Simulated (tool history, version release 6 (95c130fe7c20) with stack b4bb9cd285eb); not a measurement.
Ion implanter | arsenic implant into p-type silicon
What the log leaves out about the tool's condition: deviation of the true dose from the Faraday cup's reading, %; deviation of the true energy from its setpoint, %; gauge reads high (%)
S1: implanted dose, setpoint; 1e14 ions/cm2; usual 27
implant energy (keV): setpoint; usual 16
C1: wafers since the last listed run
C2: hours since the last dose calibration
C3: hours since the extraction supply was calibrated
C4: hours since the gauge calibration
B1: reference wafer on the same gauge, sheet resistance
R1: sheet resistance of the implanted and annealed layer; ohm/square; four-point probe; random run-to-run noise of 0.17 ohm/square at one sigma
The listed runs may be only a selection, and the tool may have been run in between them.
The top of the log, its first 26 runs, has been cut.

run 27 hour=1398.4 | S1=27 implant_energy_(keV)=14.5 | C1=438 C2=467.4 C3=324.4 C4=269.7 | B1=97.01 | R1=120.66
run 28 hour=1433.4 | S1=24.27 implant_energy_(keV)=20.5 | C1=430 C2=502.4 C3=359.4 C4=304.7 | B1=96.99 | R1=104.97
run 29 hour=1498.1 | S1=30.76 implant_energy_(keV)=13.5 | C1=796 C2=567.1 C3=424.1 C4=369.4 | B1=96.98 | R1=122.15
run 30 hour=1523.5 | S1=27 implant_energy_(keV)=18 | C1=312 C2=592.5 C3=449.5 C4=394.8 | B1=97.03 | R1=110.73
-- hour=1551 Faraday cup replaced and dose calibrated
run 31 hour=1551.5 | S1=22.57 implant_energy_(keV)=12.5 | C1=246 C2=0.5 C3=477.5 C4=422.8 | B1=97.05 | R1=129.16
run 32 hour=1616.7 | S1=19.87 implant_energy_(keV)=20.5 | C1=802 C2=65.7 C3=542.7 C4=488 | B1=97.03 | R1=107.19
run 33 hour=1660.6 | S1=27 implant_energy_(keV)=16 | C1=540 C2=109.6 C3=586.6 C4=531.9 | B1=97.02 | R1=116.18
run 34 hour=1715.7 | S1=27 implant_energy_(keV)=16 | C1=678 C2=164.7 C3=641.7 C4=587 | B1=96.97 | R1=116.05

Consider 4 possible next runs. They are alternatives, not a sequence: every one starts from the tool as it was left by run 34. What does each give?
run A hour=1716.1 | S1=27 implant_energy_(keV)=16 | C1=4 C2=165.1 C3=642.1 C4=587.4 | B1=? | R1=?
run B hour=1716.1 | S1=20.85 implant_energy_(keV)=16 | C1=4 C2=165.1 C3=642.1 C4=587.4 | B1=? | R1=?
run C hour=1716.1 | S1=22.66 implant_energy_(keV)=11 | C1=4 C2=165.1 C3=642.1 C4=587.4 | B1=? | R1=?
run D hour=1716.1 | S1=35.02 implant_energy_(keV)=14.5 | C1=4 C2=165.1 C3=642.1 C4=587.4 | B1=? | R1=?

run=A B1=96.97 R1=116.04
run=B B1=96.97 R1=119.16
run=C B1=96.97 R1=134.69
run=D B1=96.97 R1=117.49
What these runs would have given with no unlogged condition in the tool:
run=A R1=115.64
run=B R1=118.66
run=C R1=134.12
run=D R1=117.01
